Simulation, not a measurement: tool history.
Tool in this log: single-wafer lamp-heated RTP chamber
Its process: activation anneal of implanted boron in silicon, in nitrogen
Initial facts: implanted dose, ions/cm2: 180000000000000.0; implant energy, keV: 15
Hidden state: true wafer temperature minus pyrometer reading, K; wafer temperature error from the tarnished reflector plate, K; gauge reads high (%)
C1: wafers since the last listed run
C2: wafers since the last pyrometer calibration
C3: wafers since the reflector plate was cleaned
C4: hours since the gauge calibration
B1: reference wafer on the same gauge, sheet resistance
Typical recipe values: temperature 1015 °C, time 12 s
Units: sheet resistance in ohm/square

{"run": 1, "hour": 0.0, "temperature": 1029, "time": 10, "C1": 0, "C2": 382, "C3": 2286, "C4": 437.3, "B1": 549.92, "sheet resistance": 467.59}
{"run": 2, "hour": 47.6, "temperature": 1029, "time": 10, "C1": 472, "C2": 855, "C3": 2759, "C4": 484.9, "B1": 549.79, "sheet resistance": 466.88}
{"run": 3, "hour": 117.6, "temperature": 1029, "time": 10, "C1": 694, "C2": 1550, "C3": 3454, "C4": 554.9, "B1": 550.1, "sheet resistance": 466.26}
{"run": 4, "hour": 188.0, "temperature": 997, "time": 10, "C1": 698, "C2": 2249, "C3": 4152, "C4": 625.3, "B1": 549.81, "sheet resistance": 472.96}
{"run": 5, "hour": 245.0, "temperature": 1015, "time": 7, "C1": 565, "C2": 2814, "C3": 4718, "C4": 682.3, "B1": 550.04, "sheet resistance": 468.19}
{"run": 6, "hour": 271.9, "temperature": 1015, "time": 7, "C1": 267, "C2": 3082, "C3": 4985, "C4": 709.2, "B1": 550, "sheet resistance": 469.8}
{"hour": 275.4, "done": "gauge calibrated"}
{"run": 7, "hour": 307.2, "temperature": 1015, "time": 12, "C1": 350, "C2": 3432, "C3": 5336, "C4": 31.8, "B1": 549.86, "sheet resistance": 467.38}
{"run": 8, "hour": 336.5, "temperature": 1015, "time": 12, "C1": 290, "C2": 3723, "C3": 5627, "C4": 61.1, "B1": 549.83, "sheet resistance": 469.26}
{"run": 9, "hour": 375.5, "temperature": 1015, "time": 12, "C1": 387, "C2": 4110, "C3": 6014, "C4": 100.1, "B1": 550.12, "sheet resistance": 468.56}
{"run": 10, "hour": 431.7, "temperature": 1035, "time": 9, "C1": 557, "C2": 4668, "C3": 6572, "C4": 156.3, "B1": 549.99, "sheet resistance": 466.56}
{"hour": 472.3, "done": "pyrometer window cleaned and pyrometer calibrated"}
{"run": 11, "hour": 472.8, "temperature": 1035, "time": 9, "C1": 328, "C2": 5, "C3": 6900, "C4": 197.4, "B1": 550.18, "sheet resistance": 466.61}
{"hour": 534.0, "done": "reflector plate cleaned"}
{"run": 12, "hour": 539.4, "temperature": 1035, "time": 9, "C1": 581, "C2": 587, "C3": 53, "C4": 264, "B1": 549.62, "sheet resistance": 466.83}
{"run": 13, "hour": 564.7, "temperature": 1015, "time": 12, "C1": 251, "C2": 838, "C3": 305, "C4": 289.3, "B1": 550.22, "sheet resistance": 467.31}
{"run": 14, "hour": 629.4, "temperature": 1015, "time": 12, "C1": 642, "C2": 1480, "C3": 947, "C4": 354, "B1": 550.24, "sheet resistance": 468.01}
{"run": 15, "hour": 668.5, "temperature": 999, "time": 12, "C1": 388, "C2": 1868, "C3": 1335, "C4": 393.1, "B1": 550.15, "sheet resistance": 471.77}
{"run": 16, "hour": 739.2, "temperature": 996, "time": 7, "C1": 701, "C2": 2570, "C3": 2037, "C4": 463.8, "B1": 550.27, "sheet resistance": 474.89}
{"run": 17, "hour": 778.8, "temperature": 1026, "time": 12, "C1": 393, "C2": 2963, "C3": 2430, "C4": 503.4, "B1": 550.4, "sheet resistance": 466.29}
{"run": 18, "hour": 841.8, "temperature": 1030, "time": 9, "C1": 625, "C2": 3589, "C3": 3055, "C4": 566.4, "B1": 549.95, "sheet resistance": 466.83}
{"hour": 990.8, "done": "pyrometer window cleaned and pyrometer calibrated"}
{"run": 19, "hour": 1000.9, "temperature": 1037, "time": 9, "C1": 1500, "C2": 100, "C3": 4555, "C4": 725.5, "B1": 550.11, "sheet resistance": 467.45}
{"run": 20, "hour": 1068.4, "temperature": 989, "time": 7, "C1": 670, "C2": 770, "C3": 5225, "C4": 793, "B1": 549.99, "sheet resistance": 477.72}
{"hour": 1105.9, "done": "gauge calibrated"}
{"run": 21, "hour": 1122.0, "temperature": 1023, "time": 7, "C1": 532, "C2": 1302, "C3": 5758, "C4": 16.1, "B1": 550.1, "sheet resistance": 467.16}
{"run": 22, "hour": 1151.0, "temperature": 1004, "time": 16, "C1": 287, "C2": 1590, "C3": 6045, "C4": 45.1, "B1": 550.31, "sheet resistance": 469.97}
{"run": 23, "hour": 1176.9, "temperature": 1030, "time": 9, "C1": 257, "C2": 1847, "C3": 6303, "C4": 71, "B1": 550.17, "sheet resistance": 466.97}
{"run": 24, "hour": 1202.5, "temperature": 1004, "time": 6, "C1": 254, "C2": 2102, "C3": 6557, "C4": 96.6, "B1": 550.1, "sheet resistance": 472.58}
{"run": 25, "hour": 1233.1, "temperature": 1005, "time": 16, "C1": 303, "C2": 2405, "C3": 6860, "C4": 127.2, "B1": 549.86, "sheet resistance": 467.99}
{"run": 26, "hour": 1273.8, "temperature": 1015, "time": 18, "C1": 404, "C2": 2809, "C3": 7265, "C4": 167.9, "B1": 549.85, "sheet resistance": 467.13}
{"run": 27, "hour": 1328.2, "temperature": 1015, "time": 12, "C1": 540, "C2": 3349, "C3": 7805, "C4": 222.3, "B1": 550.1, "sheet resistance": 467.54}
{"run": 28, "hour": 1397.0, "temperature": 1015, "time": 12, "C1": 682, "C2": 4032, "C3": 8488, "C4": 291.1, "B1": 549.54, "sheet resistance": 467.58}
{"hour": 1423.1, "done": "pyrometer window cleaned and pyrometer calibrated"}
{"hour": 1432.3, "done": "reflector plate cleaned"}
{"run": 29, "hour": 1446.1, "temperature": 1034, "time": 12, "C1": 328, "C2": 149, "C3": 137, "C4": 340.2, "B1": 549.66, "sheet resistance": 466.77}
{"run": 30, "hour": 1508.4, "temperature": 987, "time": 12, "C1": 618, "C2": 767, "C3": 755, "C4": 402.5, "B1": 549.86, "sheet resistance": 476.82}

Predict each of these 5 candidate next runs independently; none follows another, all start after run 30:
{"run": "A", "hour": 1508.8, "temperature": 995, "time": 12, "C1": 3, "C2": 771, "C3": 759, "C4": 402.9, "B1": "?", "sheet resistance": "?"}
{"run": "B", "hour": 1508.8, "temperature": 990, "time": 16, "C1": 3, "C2": 771, "C3": 759, "C4": 402.9, "B1": "?", "sheet resistance": "?"}
{"run": "C", "hour": 1508.8, "temperature": 1005, "time": 12, "C1": 3, "C2": 771, "C3": 759, "C4": 402.9, "B1": "?", "sheet resistance": "?"}
{"run": "D", "hour": 1508.8, "temperature": 1003, "time": 6, "C1": 3, "C2": 771, "C3": 759, "C4": 402.9, "B1": "?", "sheet resistance": "?"}
{"run": "E", "hour": 1508.8, "temperature": 998, "time": 5, "C1": 3, "C2": 771, "C3": 759, "C4": 402.9, "B1": "?", "sheet resistance": "?"}

run=A B1=550.29 sheet_resistance=471.35
run=B B1=550.29 sheet_resistance=472.24
run=C B1=550.29 sheet_resistance=468.14
run=D B1=550.29 sheet_resistance=470.75
run=E B1=550.29 sheet_resistance=473.23
Stripped of hidden state, with their random variation kept, the same runs would have yielded:
run=A sheet_resistance=471.35
run=B sheet_resistance=472.24
run=C sheet_resistance=468.14
run=D sheet_resistance=470.75
run=E sheet_resistance=473.23
